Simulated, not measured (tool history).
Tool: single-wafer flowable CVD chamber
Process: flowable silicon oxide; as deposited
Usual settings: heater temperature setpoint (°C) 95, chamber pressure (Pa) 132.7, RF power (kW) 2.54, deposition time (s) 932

run    hour  heater temperature setpoint (°C)  chamber pressure (Pa)  RF power (kW)  deposition time (s)  read-back reference wafer on the same gauge, thickness_nm  mean film thickness on the monitor wafer (nm)
  1       0                                95                  132.7           2.54                  932                                                   1028.028                                        958.361
       11.4  -- thermocouple changed; heater temperature recalibrated
       36.8  -- gauge calibrated
  2    67.5                                95                  132.7           2.54                  932                                                   1029.462                                        964.828
  3   129.3                                95                  132.7           2.54                  848                                                   1027.872                                        879.217
  4   185.3                                95                  132.7           2.54                  848                                                   1028.662                                        880.753
  5   252.4                                95                  132.7           2.54                  848                                                   1028.306                                        874.173
  6   299.9                                95                  132.7           2.54                  932                                                   1026.669                                        963.426
  7   329.4                                95                  132.7          2.775                  932                                                   1027.517                                        969.598
  8   384.6                                85                  102.9           2.54                  932                                                    1027.95                                       1026.892
      429.8  -- capacitance manometer re-zeroed and calibrated, repeated, since the last time left the tool worse
  9     431                               106                  132.7           2.54                  932                                                   1028.706                                        633.799
 10   473.5                                80                  132.7           2.54                  932                                                   1029.084                                         1443.6
 11   507.7                                95                  132.7           2.54                 1028                                                   1027.558                                        1005.43
 12   532.1                                95                  123.9           2.54                  787                                                   1028.993                                        716.492
 13   563.8                               108                  100.8          2.885                  872                                                   1028.563                                        435.715
      595.7  -- RF generator calibrated
 14   599.9                                95                  132.7           2.54                  932                                                   1028.363                                        910.161
 15     627                               101                  107.3           2.82                  839                                                   1028.221                                        555.038
 16   683.4                                86                  132.7           2.54                  789                                                    1028.43                                       1013.615
 17   716.9                                95                  110.3           2.76                  932                                                   1027.734                                        769.831
      731.9  -- showerhead replaced
 18   784.3                                95                  132.7           2.54                  932                                                   1027.854                                        902.756
 19   853.8                                95                  132.7           2.54                 1000                                                   1028.109                                        976.579
 20   900.4                                86                  106.5          2.325                  815                                                    1027.91                                        841.806
 21   962.3                                95                  132.7           2.54                  932                                                   1027.913                                        912.046
 22  1001.3                               106                  141.5          2.135                  855                                                   1027.786                                        601.722
 23    1030                                95                  160.3           2.54                  932                                                   1028.336                                       1084.688

Forecast run 24:
 24  1080.7                                95                  132.7           2.54                  932                                                          ?                                              ?

Run 24 gave read-back reference wafer on the same gauge, thickness_nm 1027.443, mean film thickness on the monitor wafer (nm) 904.838.
Without the tool's hidden state the same run would have given mean film thickness on the monitor wafer (nm) 903.097.
